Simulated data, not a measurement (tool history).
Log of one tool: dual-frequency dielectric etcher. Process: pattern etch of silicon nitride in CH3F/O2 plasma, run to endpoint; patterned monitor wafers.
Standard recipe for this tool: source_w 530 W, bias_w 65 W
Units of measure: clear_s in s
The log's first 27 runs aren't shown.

run    hour  source_w  bias_w  wafers since the last listed run  hours since the last wet clean  hours since the last source power generator calibration  hours since the last bias power generator calibration  hours since the last upper electrode change  incoming incoming film thickness, nm  clear_s
 28  1505.8       620      51                               212                           124.3                                                    365.2                                                  203.1                                        420.4                                  67.1     84.7
 29  1557.8       640      80                               344                           176.3                                                    417.2                                                  255.1                                        472.4                                  67.8     73.7
 30  1591.9       440      59                               226                           210.4                                                    451.3                                                  289.2                                        506.5                                  67.3     87.2
 31  1660.4       530      58                               454                           278.9                                                    519.8                                                  357.7                                        575.0                                  66.8     84.0
 32  1705.5       530      77                               298                           324.0                                                    564.9                                                  402.8                                        620.1                                  67.6     77.6
 33  1763.4       420      59                               383                           381.9                                                    622.8                                                  460.7                                        678.0                                  67.9     88.7
 34  1833.3       530      72                               463                           451.8                                                    692.7                                                  530.6                                        747.9                                  67.9     79.9
 35  1870.3       530      75                               245                           488.8                                                    729.7                                                  567.6                                        784.9                                  67.5     78.6
 36  1901.9       530      65                               209                           520.4                                                    761.3                                                  599.2                                        816.5                                  67.8     82.1

Alternative continuations, all from the tool just after run 36; predict every row:
  A  1902.4       450      65                                 3                           520.9                                                    761.8                                                  599.7                                        817.0                                  67.6        ?
  B  1902.4       620      80                                 3                           520.9                                                    761.8                                                  599.7                                        817.0                                  67.6        ?
  C  1902.4       470      74                                 3                           520.9                                                    761.8                                                  599.7                                        817.0                                  67.6        ?

run  clear_s
  A     85.0
  B     74.5
  C     80.9
What these runs would have given with no unlogged condition in the tool:
run  clear_s
  A     84.2
  B     73.8
  C     80.1
